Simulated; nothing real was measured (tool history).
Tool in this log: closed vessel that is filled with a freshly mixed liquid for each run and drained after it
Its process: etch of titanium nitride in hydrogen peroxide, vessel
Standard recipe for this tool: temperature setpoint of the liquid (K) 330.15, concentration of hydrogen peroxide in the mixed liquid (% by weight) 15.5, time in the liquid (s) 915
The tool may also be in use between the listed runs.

| run | day | temperature setpoint of the liquid (K) | concentration of hydrogen peroxide in the mixed liquid (% by weight) | time in the liquid (s) | wafers since the last listed run | hours since the thermometer was replaced | hours since the peroxide flow meter was replaced | hours since the drum of peroxide was connected | hours since the gauge calibration | read-back film thickness of the titanium nitride reference wafer, read on the same gauge (nm) | thickness taken off the titanium nitride on a monitor wafer (Å) |
|---|---|---|---|---|---|---|---|---|---|---|---|
| 1 | 0 | 325.65 | 15.5 | 915 | 0 | 1921.3 | 1510 | 358.3 | 23.5 | 60.01 | 457.4 |
| 2 | 1.675 | 325.65 | 15.5 | 915 | 1383 | 1961.5 | 1550.2 | 398.5 | 63.7 | 60 | 463.1 |
| 3 | 3.262 | 336.65 | 15.5 | 795 | 1310 | 1999.6 | 1588.3 | 436.6 | 101.8 | 60.03 | 844 |
| 4 | 4.792 | 333.65 | 17 | 915 | 1262 | 2036.3 | 1625 | 473.3 | 138.5 | 60.01 | 813.9 |
| 5 | 6.608 | 330.15 | 15.5 | 915 | 1500 | 2079.9 | 1668.6 | 516.9 | 182.1 | 59.98 | 621 |
|  | 7.554 | new drum of peroxide connected |
| 6 | 12.467 | 330.15 | 15.5 | 915 | 4802 | 2220.5 | 1809.2 | 117.9 | 322.7 | 60.01 | 628.9 |
|  | 13.333 | peroxide flow meter replaced |
| 7 | 15.292 | 330.15 | 15.5 | 915 | 2298 | 2288.3 | 47 | 185.7 | 390.5 | 60.01 | 620.7 |
| 8 | 17.671 | 330.15 | 15.5 | 915 | 1964 | 2345.4 | 104.1 | 242.8 | 447.6 | 60.01 | 616.3 |
| 9 | 19.058 | 330.15 | 15.5 | 915 | 1145 | 2378.7 | 137.4 | 276.1 | 480.9 | 59.98 | 618.9 |
|  | 19.5 | thermometer replaced |
| 10 | 21.104 | 330.15 | 15.5 | 495 | 1654 | 38.5 | 186.5 | 325.2 | 530 | 59.99 | 335.3 |
| 11 | 23.933 | 330.15 | 15.5 | 915 | 2336 | 106.4 | 254.4 | 393.1 | 597.9 | 59.97 | 615.3 |
|  | 25.262 | new drum of peroxide connected |
| 12 | 25.954 | 330.15 | 15.5 | 915 | 1634 | 154.9 | 302.9 | 16.6 | 646.4 | 59.99 | 612.2 |
| 13 | 27.771 | 330.15 | 12.5 | 915 | 1500 | 198.5 | 346.5 | 60.2 | 690 | 59.97 | 583.1 |
| 14 | 29.658 | 337.15 | 12 | 915 | 1558 | 243.8 | 391.8 | 105.5 | 735.3 | 60 | 936.9 |
| 15 | 32.033 | 320.15 | 15.5 | 915 | 1961 | 300.8 | 448.8 | 162.5 | 792.3 | 60.03 | 302.1 |
| 16 | 34.167 | 323.65 | 15.5 | 715 | 1761 | 352 | 500 | 213.7 | 843.5 | 59.98 | 305.9 |
| 17 | 35.988 | 330.15 | 15.5 | 915 | 1503 | 395.7 | 543.7 | 257.4 | 887.2 | 60 | 626.5 |
|  | 36.367 | gauge calibrated |
| 18 | 37.725 | 322.15 | 14 | 550 | 1434 | 437.4 | 585.4 | 299.1 | 32.6 | 59.98 | 209.8 |
| 19 | 39.192 | 330.15 | 15.5 | 1460 | 1211 | 472.6 | 620.6 | 334.3 | 67.8 | 59.98 | 997.5 |
| 20 | 42.088 | 325.65 | 14 | 510 | 2391 | 542.1 | 690.1 | 403.8 | 137.3 | 60 | 248 |
| 21 | 44.333 | 337.65 | 15.5 | 1185 | 1854 | 596 | 744 | 457.7 | 191.2 | 60 | 1326.7 |
| 22 | 46.396 | 330.15 | 15.5 | 915 | 1703 | 645.5 | 793.5 | 507.2 | 240.7 | 60.01 | 626.3 |
|  | 48.158 | new drum of peroxide connected |
| 23 | 49.288 | 330.15 | 15.5 | 915 | 2353 | 714.9 | 862.9 | 27.1 | 310.1 | 60.04 | 621.7 |
| 24 | 51.512 | 330.15 | 17 | 915 | 1837 | 768.3 | 916.3 | 80.5 | 363.5 | 60.02 | 627.7 |
| 25 | 53.6 | 330.15 | 18.5 | 915 | 1723 | 818.4 | 966.4 | 130.6 | 413.6 | 60 | 649 |
| 26 | 55.542 | 330.15 | 15.5 | 475 | 1603 | 865 | 1013 | 177.2 | 460.2 | 59.98 | 323.8 |
| 27 | 57.462 | 338.15 | 13.5 | 755 | 1586 | 911.1 | 1059.1 | 223.3 | 506.3 | 60 | 855.3 |
| 28 | 59.1 | 326.65 | 18.5 | 1335 | 1352 | 950.4 | 1098.4 | 262.6 | 545.6 | 59.99 | 743.4 |
| 29 | 60.208 | 320.65 | 17 | 1405 | 915 | 977 | 1125 | 289.2 | 572.2 | 60.03 | 498.7 |
| 30 | 63.2 | 330.15 | 15.5 | 915 | 2470 | 1048.8 | 1196.8 | 361 | 644 | 59.99 | 623.5 |

A few steps of thickness taken off the titanium nitride on a monitor wafer (Å) between consecutive runs. Split each: what settings, incoming material and random variation would produce without the hidden state, and what is left over for the hidden state, along with gauge scatter present in only one of the two compared results (measured, and without hidden state):
Unlogged tool condition in this case: liquid hotter than its thermometer reads (K); peroxide flow above the setpoint (%); peroxide weaker than its label (%); gauge reads high (%).
Run 2 -> 3: temperature setpoint of the liquid (K) 325.65 -> 336.65, time in the liquid (s) 915 -> 795. thickness taken off the titanium nitride on a monitor wafer (Å) +380.9: hidden state +9.7, all else +371.2.
Run 6 -> 7: peroxide flow meter replaced. thickness taken off the titanium nitride on a monitor wafer (Å) -8.2: hidden state -14.9, all else +6.7.
Run 18 -> 19: temperature setpoint of the liquid (K) 322.15 -> 330.15, concentration of hydrogen peroxide in the mixed liquid (% by weight) 14 -> 15.5, time in the liquid (s) 550 -> 1460. thickness taken off the titanium nitride on a monitor wafer (Å) +787.7: hidden state +9.6, all else +778.1.
Run 19 -> 20: temperature setpoint of the liquid (K) 330.15 -> 325.65, concentration of hydrogen peroxide in the mixed liquid (% by weight) 15.5 -> 14, time in the liquid (s) 1460 -> 510. thickness taken off the titanium nitride on a monitor wafer (Å) -749.5: hidden state -8.8, all else -740.7.
Run 20 -> 21: temperature setpoint of the liquid (K) 325.65 -> 337.65, concentration of hydrogen peroxide in the mixed liquid (% by weight) 14 -> 15.5, time in the liquid (s) 510 -> 1185. thickness taken off the titanium nitride on a monitor wafer (Å) +1078.7: hidden state +15, all else +1063.7.

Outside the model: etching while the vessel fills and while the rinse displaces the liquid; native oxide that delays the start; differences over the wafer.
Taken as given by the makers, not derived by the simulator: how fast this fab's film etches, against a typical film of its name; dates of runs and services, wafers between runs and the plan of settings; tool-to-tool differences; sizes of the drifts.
